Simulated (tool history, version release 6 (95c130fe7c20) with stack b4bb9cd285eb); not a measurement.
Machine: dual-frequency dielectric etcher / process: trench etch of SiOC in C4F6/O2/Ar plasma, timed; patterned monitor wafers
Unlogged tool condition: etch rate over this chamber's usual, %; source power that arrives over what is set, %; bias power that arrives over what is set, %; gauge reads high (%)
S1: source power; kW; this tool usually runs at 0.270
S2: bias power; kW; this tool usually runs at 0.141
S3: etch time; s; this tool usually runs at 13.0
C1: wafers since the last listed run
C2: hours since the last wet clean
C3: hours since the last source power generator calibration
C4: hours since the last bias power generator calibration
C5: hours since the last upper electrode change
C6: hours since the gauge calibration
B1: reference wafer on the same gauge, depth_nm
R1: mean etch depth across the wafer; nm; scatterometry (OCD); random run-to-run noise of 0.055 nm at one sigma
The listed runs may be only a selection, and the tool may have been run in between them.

| run | hour | S1 | S2 | S3 | C1 | C2 | C3 | C4 | C5 | C6 | B1 | R1 |
|---|---|---|---|---|---|---|---|---|---|---|---|---|
| 1 | 0.0 | 0.270 | 0.141 | 13.0 | 0 | 400.8 | 2899.6 | 3644.6 | 4684.6 | 807.4 | 23.80 | 24.10 |
| 2 | 33.7 | 0.270 | 0.141 | 13.0 | 460 | 434.5 | 2933.3 | 3678.3 | 4718.3 | 841.1 | 23.79 | 24.18 |
| 3 | 48.2 | 0.270 | 0.115 | 13.0 | 198 | 449.0 | 2947.8 | 3692.8 | 4732.8 | 855.6 | 23.79 | 22.84 |
| 4 | 83.8 | 0.270 | 0.115 | 13.0 | 486 | 484.6 | 2983.4 | 3728.4 | 4768.4 | 891.2 | 23.82 | 22.88 |
|  | 131.0 | wet clean of the chamber |
| 5 | 131.5 | 0.270 | 0.115 | 13.0 | 323 | 0.5 | 3031.1 | 3776.1 | 4816.1 | 938.9 | 23.80 | 22.60 |
| 6 | 141.4 | 0.220 | 0.141 | 13.0 | 135 | 10.4 | 3041.0 | 3786.0 | 4826.0 | 948.8 | 23.78 | 22.48 |
|  | 159.5 | gauge calibrated |
| 7 | 167.6 | 0.220 | 0.141 | 13.0 | 357 | 36.6 | 3067.2 | 3812.2 | 4852.2 | 8.1 | 23.80 | 22.50 |
|  | 201.9 | source power generator calibrated |
| 8 | 202.6 | 0.270 | 0.141 | 13.0 | 423 | 71.6 | 0.7 | 3847.2 | 4887.2 | 43.1 | 23.80 | 23.76 |
| 9 | 221.5 | 0.270 | 0.141 | 13.0 | 258 | 90.5 | 19.6 | 3866.1 | 4906.1 | 62.0 | 23.79 | 23.83 |
| 10 | 238.2 | 0.270 | 0.120 | 10.5 | 228 | 107.2 | 36.3 | 3882.8 | 4922.8 | 78.7 | 23.81 | 18.45 |
| 11 | 267.9 | 0.300 | 0.154 | 13.0 | 405 | 136.9 | 66.0 | 3912.5 | 4952.5 | 108.4 | 23.83 | 25.26 |
| 12 | 280.2 | 0.270 | 0.141 | 13.0 | 168 | 149.2 | 78.3 | 3924.8 | 4964.8 | 120.7 | 23.80 | 23.87 |
| 13 | 301.5 | 0.270 | 0.109 | 13.0 | 290 | 170.5 | 99.6 | 3946.1 | 4986.1 | 142.0 | 23.81 | 22.38 |
|  | 334.3 | bias power generator calibrated |
| 14 | 334.8 | 0.250 | 0.169 | 11.0 | 400 | 203.8 | 132.9 | 0.5 | 5019.4 | 175.3 | 23.83 | 20.96 |
| 15 | 351.2 | 0.290 | 0.141 | 13.0 | 224 | 220.2 | 149.3 | 16.9 | 5035.8 | 191.7 | 23.82 | 24.43 |
| 16 | 367.6 | 0.270 | 0.126 | 15.5 | 224 | 236.6 | 165.7 | 33.3 | 5052.2 | 208.1 | 23.78 | 27.79 |
| 17 | 383.8 | 0.270 | 0.108 | 16.5 | 221 | 252.8 | 181.9 | 49.5 | 5068.4 | 224.3 | 23.79 | 28.41 |
| 18 | 419.6 | 0.270 | 0.141 | 13.0 | 489 | 288.6 | 217.7 | 85.3 | 5104.2 | 260.1 | 23.80 | 23.95 |
| 19 | 434.2 | 0.220 | 0.141 | 13.0 | 199 | 303.2 | 232.3 | 99.9 | 5118.8 | 274.7 | 23.78 | 22.72 |
|  | 482.5 | upper electrode replaced |
| 20 | 483.0 | 0.210 | 0.174 | 13.0 | 338 | 352.0 | 281.1 | 148.7 | 0.5 | 323.5 | 23.78 | 23.92 |
| 21 | 483.3 | 0.270 | 0.141 | 13.0 | 4 | 352.3 | 281.4 | 149.0 | 0.8 | 323.8 | 23.81 | 24.13 |
| 22 | 502.2 | 0.270 | 0.108 | 15.0 | 258 | 371.2 | 300.3 | 167.9 | 19.7 | 342.7 | 23.82 | 25.87 |
| 23 | 534.7 | 0.270 | 0.141 | 13.0 | 443 | 403.7 | 332.8 | 200.4 | 52.2 | 375.2 | 23.81 | 24.05 |
| 24 | 559.3 | 0.220 | 0.141 | 13.0 | 336 | 428.3 | 357.4 | 225.0 | 76.8 | 399.8 | 23.80 | 22.73 |
| 25 | 594.9 | 0.250 | 0.141 | 13.0 | 486 | 463.9 | 393.0 | 260.6 | 112.4 | 435.4 | 23.81 | 23.58 |
| 26 | 614.4 | 0.270 | 0.109 | 13.0 | 266 | 483.4 | 412.5 | 280.1 | 131.9 | 454.9 | 23.80 | 22.54 |
|  | 667.1 | wet clean of the chamber |
| 27 | 667.6 | 0.270 | 0.141 | 16.0 | 398 | 0.5 | 465.7 | 333.3 | 185.1 | 508.1 | 23.82 | 29.27 |
| 28 | 669.4 | 0.270 | 0.141 | 13.0 | 24 | 2.3 | 467.5 | 335.1 | 186.9 | 509.9 | 23.80 | 23.82 |
| 29 | 688.4 | 0.310 | 0.173 | 14.5 | 259 | 21.3 | 486.5 | 354.1 | 205.9 | 528.9 | 23.80 | 29.42 |

What was the tool's hidden state at every run in the log?
source power that arrives over what is set, %: 0 across all the runs
bias power that arrives over what is set, %: 0 across all the runs
gauge reads high (%): 0 across all the runs
H1: etch rate over this chamber's usual, %
| run | H1 |
|---|---|
| 1 | 1.46 |
| 2 | 1.56 |
| 3 | 1.61 |
| 4 | 1.72 |
| 5 | -0.0358 |
| 6 | -0.00455 |
| 7 | 0.0781 |
| 8 | 0.188 |
| 9 | 0.248 |
| 10 | 0.301 |
| 11 | 0.394 |
| 12 | 0.433 |
| 13 | 0.5 |
| 14 | 0.605 |
| 15 | 0.657 |
| 16 | 0.709 |
| 17 | 0.76 |
| 18 | 0.873 |
| 19 | 0.919 |
| 20 | 1.07 |
| 21 | 1.07 |
| 22 | 1.13 |
| 23 | 1.24 |
| 24 | 1.31 |
| 25 | 1.43 |
| 26 | 1.49 |
| 27 | 0.219 |
| 28 | 0.225 |
| 29 | 0.285 |

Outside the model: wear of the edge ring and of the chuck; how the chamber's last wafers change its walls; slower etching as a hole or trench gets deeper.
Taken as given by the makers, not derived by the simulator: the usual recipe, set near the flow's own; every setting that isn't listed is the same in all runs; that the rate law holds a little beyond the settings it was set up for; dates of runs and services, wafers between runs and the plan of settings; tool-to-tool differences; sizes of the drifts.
